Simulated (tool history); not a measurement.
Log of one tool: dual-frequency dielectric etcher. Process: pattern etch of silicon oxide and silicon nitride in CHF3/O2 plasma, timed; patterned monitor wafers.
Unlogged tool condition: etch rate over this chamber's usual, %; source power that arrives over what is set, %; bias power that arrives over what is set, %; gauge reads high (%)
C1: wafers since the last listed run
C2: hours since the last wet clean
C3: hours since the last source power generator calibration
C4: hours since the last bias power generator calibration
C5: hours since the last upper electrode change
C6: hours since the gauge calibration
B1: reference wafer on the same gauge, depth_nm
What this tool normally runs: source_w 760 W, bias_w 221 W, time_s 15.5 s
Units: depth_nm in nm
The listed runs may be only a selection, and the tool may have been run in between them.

Run 1, hour 0.0: usual settings; C1 0; C2 528.5; C3 2930.8; C4 3851.7; C5 4713.2; C6 405.3; B1 21.61. Result: depth_nm 24.86 nm.
Run 2, hour 16.6: usual settings; C1 179; C2 545.1; C3 2947.4; C4 3868.3; C5 4729.8; C6 421.9; B1 21.62. Result: depth_nm 24.77 nm.
Run 3, hour 29.0: usual settings; C1 134; C2 557.5; C3 2959.8; C4 3880.7; C5 4742.2; C6 434.3; B1 21.59. Result: depth_nm 25.29 nm.
Run 4, hour 39.1: usual settings; C1 109; C2 567.6; C3 2969.9; C4 3890.8; C5 4752.3; C6 444.4; B1 21.61. Result: depth_nm 24.86 nm.
At hour 45.2: gauge calibrated.
Run 5, hour 48.2: usual settings but bias_w 261 W; C1 98; C2 576.7; C3 2979.0; C4 3899.9; C5 4761.4; C6 3.0; B1 21.63. Result: depth_nm 26.01 nm.
Run 6, hour 58.8: usual settings but bias_w 261 W; C1 114; C2 587.3; C3 2989.6; C4 3910.5; C5 4772.0; C6 13.6; B1 21.62. Result: depth_nm 26.25 nm.
Run 7, hour 72.8: usual settings but bias_w 261 W; C1 151; C2 601.3; C3 3003.6; C4 3924.5; C5 4786.0; C6 27.6; B1 21.59. Result: depth_nm 26.10 nm.
Run 8, hour 82.7: usual settings but bias_w 249 W; C1 107; C2 611.2; C3 3013.5; C4 3934.4; C5 4795.9; C6 37.5; B1 21.62. Result: depth_nm 25.85 nm.
At hour 114.7: upper electrode replaced, of another model than before.
Run 9, hour 115.2: usual settings but bias_w 173 W; C1 92; C2 643.7; C3 3046.0; C4 3966.9; C5 0.5; C6 70.0; B1 21.62. Result: depth_nm 24.59 nm.
Run 10, hour 115.5: usual settings but bias_w 249 W; C1 3; C2 644.0; C3 3046.3; C4 3967.2; C5 0.8; C6 70.3; B1 21.61. Result: depth_nm 25.67 nm.
Run 11, hour 115.8: usual settings but source_w 930 W, bias_w 205 W, time_s 14.0 s; C1 3; C2 644.3; C3 3046.6; C4 3967.5; C5 1.1; C6 70.6; B1 21.60. Result: depth_nm 23.17 nm.
Run 12, hour 126.2: usual settings; C1 112; C2 654.7; C3 3057.0; C4 3977.9; C5 11.5; C6 81.0; B1 21.66. Result: depth_nm 25.47 nm.
At hour 133.3: source power generator calibrated.
At hour 153.3: bias power generator calibrated.
At hour 163.1: wet clean of the chamber.
Run 13, hour 163.6: usual settings but source_w 920 W, time_s 18.0 s; C1 211; C2 0.5; C3 30.3; C4 10.3; C5 48.9; C6 118.4; B1 21.60. Result: depth_nm 28.05 nm.
Run 14, hour 163.9: usual settings but bias_w 275 W, time_s 19.5 s; C1 3; C2 0.8; C3 30.6; C4 10.6; C5 49.2; C6 118.7; B1 21.64. Result: depth_nm 30.95 nm.
Run 15, hour 165.6: usual settings but bias_w 251 W; C1 18; C2 2.5; C3 32.3; C4 12.3; C5 50.9; C6 120.4; B1 21.58. Result: depth_nm 24.29 nm.
Run 16, hour 176.3: usual settings but source_w 620 W, bias_w 264 W, time_s 12.5 s; C1 115; C2 13.2; C3 43.0; C4 23.0; C5 61.6; C6 131.1; B1 21.56. Result: depth_nm 19.08 nm.
Run 17, hour 207.3: usual settings but source_w 940 W, bias_w 248 W, time_s 12.0 s; C1 335; C2 44.2; C3 74.0; C4 54.0; C5 92.6; C6 162.1; B1 21.52. Result: depth_nm 19.54 nm.
Run 18, hour 224.0: usual settings but source_w 900 W, bias_w 253 W, time_s 13.0 s; C1 180; C2 60.9; C3 90.7; C4 70.7; C5 109.3; C6 178.8; B1 21.60. Result: depth_nm 21.09 nm.
Run 19, hour 237.6: usual settings but source_w 580 W, bias_w 273 W, time_s 19.5 s; C1 147; C2 74.5; C3 104.3; C4 84.3; C5 122.9; C6 192.4; B1 21.60. Result: depth_nm 30.03 nm.
Run 20, hour 245.6: usual settings but source_w 930 W, bias_w 261 W; C1 86; C2 82.5; C3 112.3; C4 92.3; C5 130.9; C6 200.4; B1 21.56. Result: depth_nm 25.50 nm.
Run 21, hour 261.9: usual settings but bias_w 266 W, time_s 17.5 s; C1 176; C2 98.8; C3 128.6; C4 108.6; C5 147.2; C6 216.7; B1 21.60. Result: depth_nm 27.87 nm.
Run 22, hour 272.6: usual settings; C1 115; C2 109.5; C3 139.3; C4 119.3; C5 157.9; C6 227.4; B1 21.59. Result: depth_nm 24.16 nm.
Run 23, hour 281.5: usual settings but source_w 610 W, bias_w 263 W, time_s 16.5 s; C1 96; C2 118.4; C3 148.2; C4 128.2; C5 166.8; C6 236.3; B1 21.60. Result: depth_nm 25.71 nm.
Run 24, hour 290.0: usual settings but time_s 19.0 s; C1 92; C2 126.9; C3 156.7; C4 136.7; C5 175.3; C6 244.8; B1 21.61. Result: depth_nm 29.69 nm.
Run 25, hour 304.8: usual settings but source_w 680 W, bias_w 242 W; C1 160; C2 141.7; C3 171.5; C4 151.5; C5 190.1; C6 259.6; B1 21.56. Result: depth_nm 24.37 nm.
Run 26, hour 321.3: usual settings but bias_w 261 W; C1 178; C2 158.2; C3 188.0; C4 168.0; C5 206.6; C6 276.1; B1 21.58. Result: depth_nm 24.87 nm.
Run 27, hour 330.5: usual settings but source_w 810 W, bias_w 269 W, time_s 12.0 s; C1 99; C2 167.4; C3 197.2; C4 177.2; C5 215.8; C6 285.3; B1 21.60. Result: depth_nm 19.54 nm.
Run 28, hour 338.4: usual settings but source_w 630 W, bias_w 179 W, time_s 17.0 s; C1 85; C2 175.3; C3 205.1; C4 185.1; C5 223.7; C6 293.2; B1 21.56. Result: depth_nm 25.23 nm.
Run 29, hour 352.4: usual settings but time_s 11.5 s; C1 151; C2 189.3; C3 219.1; C4 199.1; C5 237.7; C6 307.2; B1 21.57. Result: depth_nm 18.01 nm.

What if the next run were any one of these 5? Each begins from the tool's condition after run 29:
Run A, hour 352.8: usual settings; C1 4; C2 189.7; C3 219.5; C4 199.5; C5 238.1; C6 307.6; B1 ?. Result: depth_nm ?.
Run B, hour 352.8: usual settings but source_w 610 W, bias_w 258 W; C1 4; C2 189.7; C3 219.5; C4 199.5; C5 238.1; C6 307.6; B1 ?. Result: depth_nm ?.
Run C, hour 352.8: usual settings but bias_w 259 W; C1 4; C2 189.7; C3 219.5; C4 199.5; C5 238.1; C6 307.6; B1 ?. Result: depth_nm ?.
Run D, hour 352.8: usual settings but source_w 930 W, time_s 19.5 s; C1 4; C2 189.7; C3 219.5; C4 199.5; C5 238.1; C6 307.6; B1 ?. Result: depth_nm ?.
Run E, hour 352.8: usual settings but source_w 880 W, time_s 14.0 s; C1 4; C2 189.7; C3 219.5; C4 199.5; C5 238.1; C6 307.6; B1 ?. Result: depth_nm ?.

run     B1  depth_nm
  A  21.68     24.20
  B  21.68     23.99
  C  21.68     24.76
  D  21.68     31.45
  E  21.68     22.37
Without the tool's unlogged condition, the same runs would have read:
run  depth_nm
  A     23.83
  B     23.62
  C     24.38
  D     30.97
  E     22.03
